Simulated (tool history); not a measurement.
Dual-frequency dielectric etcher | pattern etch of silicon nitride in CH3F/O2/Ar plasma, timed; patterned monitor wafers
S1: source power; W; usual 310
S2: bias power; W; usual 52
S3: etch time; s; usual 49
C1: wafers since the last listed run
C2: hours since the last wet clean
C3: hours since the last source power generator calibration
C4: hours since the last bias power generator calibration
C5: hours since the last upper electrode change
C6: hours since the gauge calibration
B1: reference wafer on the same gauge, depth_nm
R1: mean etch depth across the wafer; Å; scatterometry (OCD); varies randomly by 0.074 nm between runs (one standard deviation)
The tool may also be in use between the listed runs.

{"run": 1, "day": 0.0, "S1": 310, "S2": 52, "S3": 49, "C1": 0, "C2": 61.8, "C3": 2146.5, "C4": 3027.3, "C5": 3156.8, "C6": 987.4, "B1": 23.49, "R1": 292.1}
{"day": 3.975, "done": "gauge calibrated"}
{"run": 2, "day": 4.346, "S1": 310, "S2": 52, "S3": 49, "C1": 972, "C2": 166.1, "C3": 2250.8, "C4": 3131.6, "C5": 3261.1, "C6": 8.9, "B1": 23.5, "R1": 293.6}
{"run": 3, "day": 7.067, "S1": 310, "S2": 52, "S3": 49, "C1": 609, "C2": 231.4, "C3": 2316.1, "C4": 3196.9, "C5": 3326.4, "C6": 74.2, "B1": 23.49, "R1": 291.9}
{"run": 4, "day": 9.975, "S1": 310, "S2": 52, "S3": 49, "C1": 650, "C2": 301.2, "C3": 2385.9, "C4": 3266.7, "C5": 3396.2, "C6": 144, "B1": 23.51, "R1": 292.9}
{"run": 5, "day": 11.483, "S1": 310, "S2": 52, "S3": 49, "C1": 337, "C2": 337.4, "C3": 2422.1, "C4": 3302.9, "C5": 3432.4, "C6": 180.2, "B1": 23.5, "R1": 292.4}
{"run": 6, "day": 13.638, "S1": 310, "S2": 52, "S3": 49, "C1": 482, "C2": 389.1, "C3": 2473.8, "C4": 3354.6, "C5": 3484.1, "C6": 231.9, "B1": 23.5, "R1": 293.5}
{"day": 15.392, "done": "wet clean of the chamber"}
{"run": 7, "day": 15.412, "S1": 310, "S2": 52, "S3": 49, "C1": 173, "C2": 0.5, "C3": 2516.4, "C4": 3397.2, "C5": 3526.7, "C6": 274.5, "B1": 23.5, "R1": 292.8}
{"run": 8, "day": 17.133, "S1": 260, "S2": 55, "S3": 49, "C1": 385, "C2": 41.8, "C3": 2557.7, "C4": 3438.5, "C5": 3568, "C6": 315.8, "B1": 23.5, "R1": 287.7}
{"run": 9, "day": 20.371, "S1": 260, "S2": 55, "S3": 49, "C1": 724, "C2": 119.5, "C3": 2635.4, "C4": 3516.2, "C5": 3645.7, "C6": 393.5, "B1": 23.51, "R1": 287.2}
{"run": 10, "day": 22.517, "S1": 310, "S2": 52, "S3": 49, "C1": 480, "C2": 171, "C3": 2686.9, "C4": 3567.7, "C5": 3697.2, "C6": 445, "B1": 23.5, "R1": 291.4}
{"run": 11, "day": 24.662, "S1": 310, "S2": 52, "S3": 49, "C1": 480, "C2": 222.5, "C3": 2738.4, "C4": 3619.2, "C5": 3748.7, "C6": 496.5, "B1": 23.49, "R1": 292.2}
{"run": 12, "day": 26.179, "S1": 310, "S2": 52, "S3": 49, "C1": 339, "C2": 258.9, "C3": 2774.8, "C4": 3655.6, "C5": 3785.1, "C6": 532.9, "B1": 23.5, "R1": 293.3}
{"run": 13, "day": 28.767, "S1": 310, "S2": 52, "S3": 49, "C1": 579, "C2": 321, "C3": 2836.9, "C4": 3717.7, "C5": 3847.2, "C6": 595, "B1": 23.5, "R1": 290.9}
{"day": 32.429, "done": "wet clean of the chamber"}
{"run": 14, "day": 32.45, "S1": 260, "S2": 52, "S3": 49, "C1": 600, "C2": 0.5, "C3": 2925.3, "C4": 3806.1, "C5": 3935.6, "C6": 683.4, "B1": 23.5, "R1": 279.9}
{"run": 15, "day": 35.692, "S1": 310, "S2": 52, "S3": 43.5, "C1": 725, "C2": 78.3, "C3": 3003.1, "C4": 3883.9, "C5": 4013.4, "C6": 761.2, "B1": 23.5, "R1": 259.3}
{"day": 39.238, "done": "upper electrode replaced"}
{"run": 16, "day": 39.258, "S1": 360, "S2": 60, "S3": 56, "C1": 574, "C2": 163.9, "C3": 3088.7, "C4": 3969.5, "C5": 0.5, "C6": 846.8, "B1": 23.5, "R1": 369.4}
{"run": 17, "day": 43.042, "S1": 310, "S2": 40, "S3": 45.5, "C1": 846, "C2": 254.7, "C3": 3179.5, "C4": 4060.3, "C5": 91.3, "C6": 937.6, "B1": 23.5, "R1": 242.8}
{"day": 45.425, "done": "bias power generator calibrated"}
{"run": 18, "day": 46.988, "S1": 270, "S2": 52, "S3": 36.5, "C1": 845, "C2": 349.4, "C3": 3274.2, "C4": 37.5, "C5": 186, "C6": 1032.3, "B1": 23.5, "R1": 205.1}
{"run": 19, "day": 49.912, "S1": 310, "S2": 52, "S3": 59, "C1": 654, "C2": 419.6, "C3": 3344.4, "C4": 107.7, "C5": 256.2, "C6": 1102.5, "B1": 23.51, "R1": 344.7}
{"day": 52.15, "done": "wet clean of the chamber"}
{"run": 20, "day": 53.696, "S1": 310, "S2": 41, "S3": 43, "C1": 623, "C2": 37.1, "C3": 3435.2, "C4": 198.5, "C5": 347, "C6": 1193.3, "B1": 23.5, "R1": 227.7}
{"day": 55.383, "done": "gauge calibrated"}
{"run": 21, "day": 57.562, "S1": 310, "S2": 52, "S3": 49, "C1": 865, "C2": 129.9, "C3": 3528, "C4": 291.3, "C5": 439.8, "C6": 52.3, "B1": 23.51, "R1": 286.8}

Forecast run 22:
{"day": 60.312, "done": "source power generator calibrated"}
{"run": 22, "day": 61.721, "S1": 310, "S2": 52, "S3": 49, "C1": 893, "C2": 229.7, "C3": 33.8, "C4": 391.1, "C5": 539.6, "C6": 152.1, "B1": "?", "R1": "?"}

Run 22 produced B1 23.51, R1 287.5 Å.
With no hidden state in the tool, this same run would have given R1 286.3 Å.
